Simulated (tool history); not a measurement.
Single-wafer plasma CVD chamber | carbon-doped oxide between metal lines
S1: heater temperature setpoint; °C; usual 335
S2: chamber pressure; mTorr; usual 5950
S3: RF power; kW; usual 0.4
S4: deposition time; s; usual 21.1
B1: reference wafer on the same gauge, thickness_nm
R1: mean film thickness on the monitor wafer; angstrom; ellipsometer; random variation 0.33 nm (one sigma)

| run | hour | S1 | S2 | S3 | S4 | B1 | R1 |
|---|---|---|---|---|---|---|---|
| 1 | 0 | 346 | 5950 | 0.4 | 21.1 | 96.203 | 990.01 |
| 2 | 51.2 | 346 | 5950 | 0.4 | 21.1 | 96.313 | 983.98 |
| 3 | 125.2 | 346 | 5950 | 0.4 | 21.1 | 96.495 | 988.73 |
| 4 | 164.9 | 335 | 5950 | 0.4 | 21.1 | 96.587 | 1018.96 |
| 5 | 480.6 | 335 | 5950 | 0.4 | 21.1 | 97.283 | 1027.66 |
| 6 | 587.9 | 335 | 5950 | 0.4 | 21.1 | 97.576 | 1027.01 |
|  | 629.2 | capacitance manometer re-zeroed and calibrated |
| 7 | 679.4 | 335 | 5950 | 0.4 | 21.1 | 97.733 | 1040.35 |
|  | 762.6 | thermocouple changed; heater temperature recalibrated |
| 8 | 768 | 335 | 5950 | 0.4 | 21.1 | 98.113 | 1038.1 |
| 9 | 810.5 | 335 | 5950 | 0.4 | 21.1 | 98.192 | 1040.66 |
| 10 | 904.3 | 335 | 5950 | 0.4 | 21.1 | 98.569 | 1037.49 |
| 11 | 940.8 | 335 | 5950 | 0.4 | 21.1 | 98.751 | 1038.66 |
| 12 | 996.9 | 335 | 5950 | 0.4 | 21.1 | 98.818 | 1049.23 |
|  | 1063.8 | gauge calibrated |
| 13 | 1075.1 | 335 | 5950 | 0.4 | 21.1 | 95.115 | 1006.51 |
| 14 | 1145.6 | 342 | 5950 | 0.4 | 19.7 | 95.019 | 922.6 |
| 15 | 1234.5 | 335 | 5950 | 0.4 | 21.1 | 95.036 | 1007.21 |
| 16 | 1271.4 | 349 | 7180 | 0.4 | 21.1 | 94.989 | 985.68 |
| 17 | 1327.7 | 340 | 4700 | 0.44 | 18.4 | 95.078 | 864.48 |
| 18 | 1364.6 | 335 | 5950 | 0.4 | 21.1 | 95.075 | 997.84 |
| 19 | 1446.6 | 335 | 5950 | 0.35 | 23.3 | 95.132 | 1020.77 |
|  | 1472.5 | RF generator calibrated |
|  | 1479.1 | capacitance manometer re-zeroed and calibrated |
|  | 1509.8 | showerhead replaced |
| 20 | 1552.8 | 346 | 5950 | 0.4 | 21.1 | 95.238 | 975.43 |
| 21 | 1627.5 | 330 | 5950 | 0.4 | 21.1 | 95.151 | 1013.58 |
| 22 | 1670.2 | 335 | 5950 | 0.445 | 21.1 | 95.248 | 1063.67 |
| 23 | 1737.3 | 329 | 4530 | 0.345 | 16.9 | 95.372 | 717.35 |
| 24 | 1783.5 | 328 | 5950 | 0.465 | 21.1 | 95.441 | 1125.71 |
| 25 | 1824.9 | 347 | 5950 | 0.32 | 21.1 | 95.497 | 856.76 |
| 26 | 1866.7 | 346 | 6500 | 0.445 | 21.1 | 95.41 | 1056.49 |
| 27 | 1916.6 | 347 | 5950 | 0.345 | 21.1 | 95.545 | 895.15 |

Forecast each of these 3 alternatives for the next run:
| A | 1917 | 335 | 5950 | 0.4 | 21.1 | ? | ? |
| B | 1917 | 320 | 5950 | 0.38 | 22.9 | ? | ? |
| C | 1917 | 341 | 4740 | 0.4 | 25 | ? | ? |

| run | B1 | R1 |
|---|---|---|
| A | 95.501 | 1010.84 |
| B | 95.501 | 1115.51 |
| C | 95.501 | 1116.03 |
Without the tool's hidden state the same runs would have given:
| run | R1 |
|---|---|
| A | 1004.7 |
| B | 1108.74 |
| C | 1109.25 |

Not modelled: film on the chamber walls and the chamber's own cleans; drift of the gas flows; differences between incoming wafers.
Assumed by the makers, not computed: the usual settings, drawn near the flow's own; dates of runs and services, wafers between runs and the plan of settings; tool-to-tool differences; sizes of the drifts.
